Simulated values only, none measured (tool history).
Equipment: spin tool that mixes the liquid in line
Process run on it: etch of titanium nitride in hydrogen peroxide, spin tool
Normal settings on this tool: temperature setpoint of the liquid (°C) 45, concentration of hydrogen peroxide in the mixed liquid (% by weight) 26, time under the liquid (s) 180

run	hour	temperature setpoint of the liquid (°C)	concentration of hydrogen peroxide in the mixed liquid (% by weight)	time under the liquid (s)	wafers since the last listed run	hours since the thermometer was replaced	hours since the peroxide flow meter was replaced	hours since the heated supply line was repaired	hours since the drum of peroxide was connected	hours since the gauge calibration	read-back film thickness of the titanium nitride reference wafer, read on the same gauge (nm)	thickness taken off the titanium nitride on a monitor wafer (Å)
1	0	45	26	180	0	1561.3	133.4	2039.6	341.3	25.6	69.98	112.1
2	34	45	26	180	345	1595.3	167.4	2073.6	375.3	59.6	70	112
3	58.2	45	26	180	245	1619.5	191.6	2097.8	399.5	83.8	69.99	113
4	74.9	45	26	180	169	1636.2	208.3	2114.5	416.2	100.5	70.02	111.4
5	95	47.5	26	180	204	1656.3	228.4	2134.6	436.3	120.6	70	135.2
6	123.2	54	22	180	286	1684.5	256.6	2162.8	464.5	148.8	69.97	208.9
# hour 145.4: new drum of peroxide connected
# hour 149.3: thermometer replaced
7	158.2	45	19	180	335	8.9	291.6	2197.8	12.8	183.8	70.01	104.8
8	190	45	26	80	322	40.7	323.4	2229.6	44.6	215.6	70.06	50.1
9	212.2	50	26	180	225	62.9	345.6	2251.8	66.8	237.8	70.05	162.1
10	244.5	35	28.5	180	327	95.2	377.9	2284.1	99.1	270.1	70	53.3
# hour 264.6: heated supply line repaired
11	267.3	54	22	260	221	118	400.7	2.7	121.9	292.9	70	297.6
12	298.6	49.5	23.5	80	317	149.3	432	34	153.2	324.2	70	67.2
13	328.2	45	29	180	300	178.9	461.6	63.6	182.8	353.8	70	115

The next listed run, before its measurement:
# hour 340: new drum of peroxide connected, repeated, since the last time left the tool worse
14	356	50	30	180	272	206.7	489.4	91.4	16	381.6	?	?

read-back film thickness of the titanium nitride reference wafer, read on the same gauge (nm): 69.98
thickness taken off the titanium nitride on a monitor wafer (Å): 169.8
With no hidden state in the tool, this same run would have given thickness taken off the titanium nitride on a monitor wafer (Å) 169.9.
